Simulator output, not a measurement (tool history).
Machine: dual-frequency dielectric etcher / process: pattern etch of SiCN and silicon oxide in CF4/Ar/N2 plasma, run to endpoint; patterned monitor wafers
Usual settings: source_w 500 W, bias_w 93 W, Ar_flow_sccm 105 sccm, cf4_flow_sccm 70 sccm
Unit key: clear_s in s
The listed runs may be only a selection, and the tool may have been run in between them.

| run | day | source_w | bias_w | Ar_flow_sccm | cf4_flow_sccm | wafers since the last listed run | hours since the last wet clean | hours since the last source power generator calibration | hours since the last bias power generator calibration | hours since the last Ar flow controller change | hours since the last CF4 flow controller change | hours since the last upper electrode change | incoming incoming film thickness, nm | clear_s |
|---|---|---|---|---|---|---|---|---|---|---|---|---|---|---|
| 1 | 0.000 | 550 | 93 | 105 | 70 | 0 | 278.5 | 2432.2 | 1379.8 | 1620.0 | 2479.5 | 5184.2 | 16.24 | 14.5 |
| 2 | 0.896 | 500 | 93 | 105 | 76 | 341 | 300.0 | 2453.7 | 1401.3 | 1641.5 | 2501.0 | 5205.7 | 16.10 | 15.8 |
| 3 | 2.096 | 500 | 93 | 105 | 70 | 457 | 328.8 | 2482.5 | 1430.1 | 1670.3 | 2529.8 | 5234.5 | 16.31 | 16.2 |
|  | 3.758 | wet clean of the chamber |
| 4 | 3.779 | 500 | 93 | 105 | 70 | 260 | 0.5 | 2522.9 | 1470.5 | 1710.7 | 2570.2 | 5274.9 | 16.03 | 15.9 |
| 5 | 3.912 | 500 | 93 | 121 | 70 | 50 | 3.7 | 2526.1 | 1473.7 | 1713.9 | 2573.4 | 5278.1 | 16.38 | 16.6 |
| 6 | 4.858 | 500 | 93 | 105 | 70 | 360 | 26.4 | 2548.8 | 1496.4 | 1736.6 | 2596.1 | 5300.8 | 16.00 | 16.0 |
| 7 | 5.817 | 500 | 93 | 105 | 70 | 365 | 49.4 | 2571.8 | 1519.4 | 1759.6 | 2619.1 | 5323.8 | 16.35 | 16.3 |
| 8 | 6.717 | 500 | 93 | 105 | 70 | 342 | 71.0 | 2593.4 | 1541.0 | 1781.2 | 2640.7 | 5345.4 | 16.10 | 16.0 |
| 9 | 7.512 | 500 | 93 | 118 | 70 | 303 | 90.1 | 2612.5 | 1560.1 | 1800.3 | 2659.8 | 5364.5 | 16.15 | 16.3 |
| 10 | 8.358 | 450 | 93 | 105 | 63 | 322 | 110.4 | 2632.8 | 1580.4 | 1820.6 | 2680.1 | 5384.8 | 16.13 | 18.2 |
|  | 9.475 | bias power generator calibrated |
| 11 | 9.846 | 500 | 80 | 105 | 80 | 503 | 146.1 | 2668.5 | 8.9 | 1856.3 | 2715.8 | 5420.5 | 16.24 | 16.7 |
|  | 11.662 | source power generator calibrated |
|  | 12.308 | upper electrode replaced |
|  | 12.467 | CF4 flow controller replaced |
| 12 | 12.488 | 540 | 93 | 105 | 63 | 635 | 209.5 | 19.8 | 72.3 | 1919.7 | 0.5 | 4.3 | 16.19 | 13.6 |
| 13 | 13.267 | 500 | 111 | 105 | 70 | 296 | 228.2 | 38.5 | 91.0 | 1938.4 | 19.2 | 23.0 | 16.31 | 13.8 |
| 14 | 15.967 | 570 | 93 | 105 | 70 | 1028 | 293.0 | 103.3 | 155.8 | 2003.2 | 84.0 | 87.8 | 16.00 | 12.5 |
|  | 18.258 | source power generator calibrated, repeated, since the last time left the tool worse |
|  | 18.325 | wet clean of the chamber |
| 15 | 18.346 | 610 | 85 | 98 | 57 | 816 | 0.5 | 2.1 | 212.9 | 2060.3 | 141.1 | 144.9 | 16.16 | 13.0 |
| 16 | 18.362 | 500 | 93 | 105 | 70 | 6 | 0.9 | 2.5 | 213.3 | 2060.7 | 141.5 | 145.3 | 16.16 | 15.3 |
|  | 19.688 | Ar flow controller replaced |
| 17 | 19.708 | 500 | 93 | 105 | 61 | 417 | 33.2 | 34.8 | 245.6 | 0.5 | 173.8 | 177.6 | 16.25 | 15.6 |
| 18 | 20.117 | 500 | 93 | 105 | 70 | 155 | 43.0 | 44.6 | 255.4 | 10.3 | 183.6 | 187.4 | 16.23 | 15.3 |
| 19 | 21.388 | 530 | 72 | 120 | 81 | 484 | 73.5 | 75.1 | 285.9 | 40.8 | 214.1 | 217.9 | 16.30 | 16.1 |
| 20 | 22.738 | 500 | 78 | 125 | 70 | 514 | 105.9 | 107.5 | 318.3 | 73.2 | 246.5 | 250.3 | 16.15 | 16.7 |
| 21 | 23.704 | 580 | 75 | 105 | 62 | 368 | 129.1 | 130.7 | 341.5 | 96.4 | 269.7 | 273.5 | 16.22 | 14.4 |
| 22 | 24.425 | 500 | 93 | 85 | 70 | 274 | 146.4 | 148.0 | 358.8 | 113.7 | 287.0 | 290.8 | 16.29 | 15.1 |
| 23 | 25.021 | 500 | 93 | 89 | 61 | 226 | 160.7 | 162.3 | 373.1 | 128.0 | 301.3 | 305.1 | 16.29 | 15.3 |
| 24 | 26.362 | 590 | 83 | 129 | 54 | 511 | 192.9 | 194.5 | 405.3 | 160.2 | 333.5 | 337.3 | 16.34 | 14.4 |
| 25 | 30.062 | 500 | 93 | 105 | 70 | 1409 | 281.7 | 283.3 | 494.1 | 249.0 | 422.3 | 426.1 | 16.13 | 15.2 |

Below are 3 alternative next runs, each starting from the tool's condition after run 25. Predict each:
| A | 30.079 | 500 | 93 | 105 | 70 | 6 | 282.1 | 283.7 | 494.5 | 249.4 | 422.7 | 426.5 | 16.27 | ? |
| B | 30.079 | 530 | 110 | 96 | 70 | 6 | 282.1 | 283.7 | 494.5 | 249.4 | 422.7 | 426.5 | 16.27 | ? |
| C | 30.079 | 500 | 93 | 86 | 58 | 6 | 282.1 | 283.7 | 494.5 | 249.4 | 422.7 | 426.5 | 16.27 | ? |

| run | clear_s |
|---|---|
| A | 15.4 |
| B | 13.4 |
| C | 15.2 |
Stripped of hidden state, with their random variation kept, the same runs would have yielded:
| run | clear_s |
|---|---|
| A | 15.5 |
| B | 13.5 |
| C | 15.3 |
